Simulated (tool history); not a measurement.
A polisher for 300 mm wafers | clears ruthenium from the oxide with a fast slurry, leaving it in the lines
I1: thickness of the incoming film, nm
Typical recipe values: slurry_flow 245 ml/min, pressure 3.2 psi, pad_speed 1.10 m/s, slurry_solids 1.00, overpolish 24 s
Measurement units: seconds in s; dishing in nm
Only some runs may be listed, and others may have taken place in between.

Run 1, hour 0.0: usual settings but pressure 2.7 psi, slurry_solids 1.20; I1 120.0. Result: seconds 32.7 s, dishing 66.4 nm.
Run 2, hour 40.9: usual settings but pressure 2.7 psi, slurry_solids 1.20; I1 119.1. Result: seconds 34.9 s, dishing 64.2 nm.
Run 3, hour 86.4: usual settings but pressure 2.7 psi, slurry_solids 1.20; I1 119.1. Result: seconds 35.2 s, dishing 62.9 nm.
Run 4, hour 140.7: usual settings; I1 119.1. Result: seconds 33.2 s, dishing 67.4 nm.
Run 5, hour 186.3: usual settings; I1 119.8. Result: seconds 35.1 s, dishing 65.6 nm.
At hour 264.7: slurry blender recalibrated.
Run 6, hour 275.5: usual settings but pad_speed 1.32 m/s; I1 121.2. Result: seconds 27.9 s, dishing 76.5 nm.
At hour 293.5: worn pad replaced by a new one.
Run 7, hour 373.8: usual settings but pad_speed 1.32 m/s; I1 119.8. Result: seconds 26.1 s, dishing 81.2 nm.
At hour 386.3: slurry nozzle cleaned.
Run 8, hour 479.9: usual settings; I1 119.6. Result: seconds 32.8 s, dishing 66.1 nm.
Run 9, hour 553.2: usual settings; I1 121.9. Result: seconds 35.6 s, dishing 62.9 nm.
At hour 583.1: worn pad replaced by a new one.
At hour 590.2: slurry blender recalibrated.
Run 10, hour 611.1: usual settings; I1 121.7. Result: seconds 30.6 s, dishing 72.1 nm.
Run 11, hour 686.3: usual settings but pressure 2.9 psi; I1 121.1. Result: seconds 34.5 s, dishing 64.9 nm.
Run 12, hour 730.2: usual settings but pressure 2.9 psi; I1 120.4. Result: seconds 36.0 s, dishing 64.0 nm.
At hour 754.7: slurry nozzle cleaned.
Run 13, hour 829.8: usual settings but pressure 2.9 psi; I1 118.7. Result: seconds 37.9 s, dishing 60.8 nm.
Run 14, hour 872.1: usual settings; I1 119.8. Result: seconds 34.6 s, dishing 64.9 nm.
At hour 900.8: worn pad replaced by a new one.
Run 15, hour 918.2: usual settings but slurry_flow 205 ml/min, pressure 2.5 psi, slurry_solids 0.70, overpolish 16 s; I1 120.0. Result: seconds 49.0 s, dishing 32.9 nm.
At hour 922.1: slurry blender recalibrated.
At hour 946.4: head pressure recalibrated.
Run 16, hour 990.9: usual settings but pressure 2.7 psi, slurry_solids 1.20; I1 119.5. Result: seconds 33.4 s, dishing 67.2 nm.
Run 17, hour 1052.2: usual settings but slurry_flow 270 ml/min, pressure 3.8 psi, pad_speed 0.74 m/s; I1 118.9. Result: seconds 39.1 s, dishing 57.5 nm.
At hour 1077.4: slurry nozzle cleaned.
Run 18, hour 1097.1: usual settings; I1 120.7. Result: seconds 32.6 s, dishing 66.9 nm.
Run 19, hour 1135.1: usual settings but pressure 4.1 psi; I1 122.0. Result: seconds 26.5 s, dishing 80.1 nm.
Run 20, hour 1187.0: usual settings but pad_speed 0.94 m/s, slurry_solids 0.85; I1 121.8. Result: seconds 44.3 s, dishing 53.6 nm.
At hour 1211.3: slurry blender recalibrated.
At hour 1222.8: worn pad replaced by a new one.
Run 21, hour 1268.5: usual settings but pressure 4.1 psi, pad_speed 0.96 m/s, slurry_solids 1.15; I1 121.5. Result: seconds 26.6 s, dishing 82.4 nm.
Run 22, hour 1320.2: usual settings; I1 121.4. Result: seconds 32.2 s, dishing 68.6 nm.
Run 23, hour 1360.9: usual settings but slurry_flow 165 ml/min; I1 118.2. Result: seconds 33.9 s, dishing 65.2 nm.
Run 24, hour 1403.6: usual settings but pressure 3.6 psi, pad_speed 0.78 m/s, slurry_solids 1.30; I1 121.4. Result: seconds 38.5 s, dishing 61.4 nm.
At hour 1411.0: slurry nozzle cleaned.
Run 25, hour 1494.1: usual settings but pad_speed 0.92 m/s; I1 119.3. Result: seconds 42.0 s, dishing 54.4 nm.
At hour 1530.9: slurry blender recalibrated.
Run 26, hour 1572.5: usual settings but pressure 2.3 psi, slurry_solids 1.25, overpolish 36 s; I1 118.7. Result: seconds 43.3 s, dishing 73.1 nm.
At hour 1585.9: worn pad replaced by a new one.
Run 27, hour 1620.2: usual settings but pressure 2.7 psi, slurry_solids 0.80; I1 120.8. Result: seconds 39.1 s, dishing 59.1 nm.

Each row is a separate what-if for the run after 27, all from the same tool condition, not one after another. Results?
Run A, hour 1620.6: usual settings; I1 119.6. Result: seconds ?, dishing ?.
Run B, hour 1620.6: usual settings but slurry_flow 165 ml/min, overpolish 37 s; I1 119.6. Result: seconds ?, dishing ?.
Run C, hour 1620.6: usual settings but slurry_flow 325 ml/min, overpolish 30 s; I1 119.6. Result: seconds ?, dishing ?.
Run D, hour 1620.6: usual settings but pad_speed 0.90 m/s, overpolish 29 s; I1 119.6. Result: seconds ?, dishing ?.

run  seconds  dishing
  A     31.5     73.4
  B     33.4     97.6
  C     30.6     89.3
  D     38.4     72.7
What these runs would have given with no unlogged condition in the tool:
run  seconds  dishing
  A     29.7     76.7
  B     31.6    101.5
  C     28.9     93.0
  D     36.4     76.0
